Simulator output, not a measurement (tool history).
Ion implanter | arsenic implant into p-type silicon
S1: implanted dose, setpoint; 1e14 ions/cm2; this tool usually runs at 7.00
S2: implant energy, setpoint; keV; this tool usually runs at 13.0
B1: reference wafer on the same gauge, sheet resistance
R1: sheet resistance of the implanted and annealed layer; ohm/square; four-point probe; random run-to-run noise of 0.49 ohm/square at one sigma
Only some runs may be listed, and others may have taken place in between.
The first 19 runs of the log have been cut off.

-- hour=424.3 Faraday cup replaced and dose calibrated
run 20 hour=437.9 | S1=8.13 S2=9.5 | B1=196.78 | R1=179.26
run 21 hour=456.0 | S1=8.34 S2=15.5 | B1=196.96 | R1=165.24
run 22 hour=483.1 | S1=5.03 S2=16.5 | B1=196.98 | R1=231.99
run 23 hour=511.2 | S1=8.81 S2=12.0 | B1=197.08 | R1=165.67
-- hour=522.3 Faraday cup replaced and dose calibrated, repeated, since the last time left the tool worse
run 24 hour=530.2 | S1=8.42 S2=11.0 | B1=197.18 | R1=167.59
run 25 hour=552.8 | S1=7.00 S2=11.5 | B1=196.82 | R1=185.45
run 26 hour=577.1 | S1=8.94 S2=16.0 | B1=197.15 | R1=152.73
run 27 hour=605.9 | S1=7.00 S2=13.0 | B1=196.66 | R1=182.81
run 28 hour=624.6 | S1=7.00 S2=17.5 | B1=196.99 | R1=175.40
run 29 hour=644.2 | S1=7.00 S2=15.0 | B1=197.01 | R1=178.79
run 30 hour=657.1 | S1=7.91 S2=13.0 | B1=196.98 | R1=169.48
run 31 hour=680.4 | S1=7.00 S2=13.0 | B1=197.00 | R1=181.28
run 32 hour=703.0 | S1=7.00 S2=13.0 | B1=196.77 | R1=182.02

What if the next run were any one of these 5? Each begins from the tool's condition after run 32:
run A hour=703.4 | S1=7.00 S2=15.5 | B1=? | R1=?
run B hour=703.4 | S1=8.20 S2=14.5 | B1=? | R1=?
run C hour=703.4 | S1=8.87 S2=10.5 | B1=? | R1=?
run D hour=703.4 | S1=8.37 S2=8.5 | B1=? | R1=?
run E hour=703.4 | S1=7.78 S2=10.0 | B1=? | R1=?

run=A B1=197.19 R1=177.80
run=B B1=197.19 R1=162.73
run=C B1=197.19 R1=162.92
run=D B1=197.19 R1=172.01
run=E B1=197.19 R1=175.99
Had the tool no hidden state, the same runs would have come out as:
run=A R1=177.96
run=B R1=162.86
run=C R1=163.03
run=D R1=172.13
run=E R1=176.13

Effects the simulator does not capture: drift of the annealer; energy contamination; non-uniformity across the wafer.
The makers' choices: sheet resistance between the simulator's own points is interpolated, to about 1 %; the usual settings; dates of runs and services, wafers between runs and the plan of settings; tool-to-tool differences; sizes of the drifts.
